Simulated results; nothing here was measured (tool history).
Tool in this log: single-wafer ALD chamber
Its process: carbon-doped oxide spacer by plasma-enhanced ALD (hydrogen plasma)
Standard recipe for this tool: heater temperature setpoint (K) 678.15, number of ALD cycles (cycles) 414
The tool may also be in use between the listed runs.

run,hour,heater temperature setpoint (K),number of ALD cycles (cycles),wafers since the last listed run,hours since the last thermocouple change,hours since the gauge calibration,"read-back reference wafer on the same gauge, thickness_nm",mean film thickness on the monitor wafer (angstrom)
1,0.0,678.15,414,0,503.1,1029.0,19.893,200.51
2,89.4,684.15,458,98,592.5,1118.4,19.911,216.52
3,128.4,684.15,458,42,631.5,1157.4,19.917,218.43
4,186.2,672.15,414,63,689.3,1215.2,19.889,202.52
5,229.4,672.15,414,47,732.5,1258.4,19.891,204.26
6,326.3,686.15,446,106,829.4,1355.3,19.918,212.09
7,367.7,678.15,414,45,870.8,1396.7,19.938,202.54
8,473.0,678.15,414,115,976.1,1502.0,19.900,201.56
9,531.0,678.15,414,63,1034.1,1560.0,19.904,200.39
10,585.1,678.15,414,59,1088.2,1614.1,19.923,201.89
11,674.1,678.15,414,97,1177.2,1703.1,19.893,201.81
12,771.5,678.15,414,107,1274.6,1800.5,19.925,200.89
13,818.3,678.15,449,51,1321.4,1847.3,19.894,216.78
14,909.6,678.15,414,100,1412.7,1938.6,19.917,202.20
15,975.2,678.15,414,72,1478.3,2004.2,19.894,200.42
16,1015.8,678.15,335,44,1518.9,2044.8,19.879,162.93
# hour 1071.1: thermocouple changed; heater temperature recalibrated
17,1080.6,678.15,414,62,9.5,2109.6,19.893,203.70
# hour 1101.6: gauge calibrated
18,1222.3,678.15,468,156,151.2,120.7,19.912,228.94
19,1322.0,692.15,370,109,250.9,220.4,19.925,171.05
20,1376.2,692.15,478,59,305.1,274.6,19.901,221.13
21,1434.3,668.15,450,63,363.2,332.7,19.872,223.40
22,1486.7,678.15,414,57,415.6,385.1,19.872,200.32
23,1576.7,678.15,414,99,505.6,475.1,19.917,200.99
24,1657.3,673.15,414,88,586.2,555.7,19.883,205.52
25,1724.7,684.15,484,74,653.6,623.1,19.900,232.05
26,1772.0,678.15,414,52,700.9,670.4,19.904,199.18
27,1909.5,666.15,338,151,838.4,807.9,19.876,166.26

Each row is a separate what-if for the run after 27, all from the same tool condition, not one after another. Results?
A,1910.5,678.15,414,1,839.4,808.9,?,?
B,1910.5,664.15,350,1,839.4,808.9,?,?
C,1910.5,665.15,367,1,839.4,808.9,?,?

run,"read-back reference wafer on the same gauge, thickness_nm",mean film thickness on the monitor wafer (angstrom)
A,19.880,199.49
B,19.880,171.22
C,19.880,179.54
Had the tool no hidden state, the same runs would have come out as:
run,mean film thickness on the monitor wafer (angstrom)
A,199.49
B,171.22
C,179.54

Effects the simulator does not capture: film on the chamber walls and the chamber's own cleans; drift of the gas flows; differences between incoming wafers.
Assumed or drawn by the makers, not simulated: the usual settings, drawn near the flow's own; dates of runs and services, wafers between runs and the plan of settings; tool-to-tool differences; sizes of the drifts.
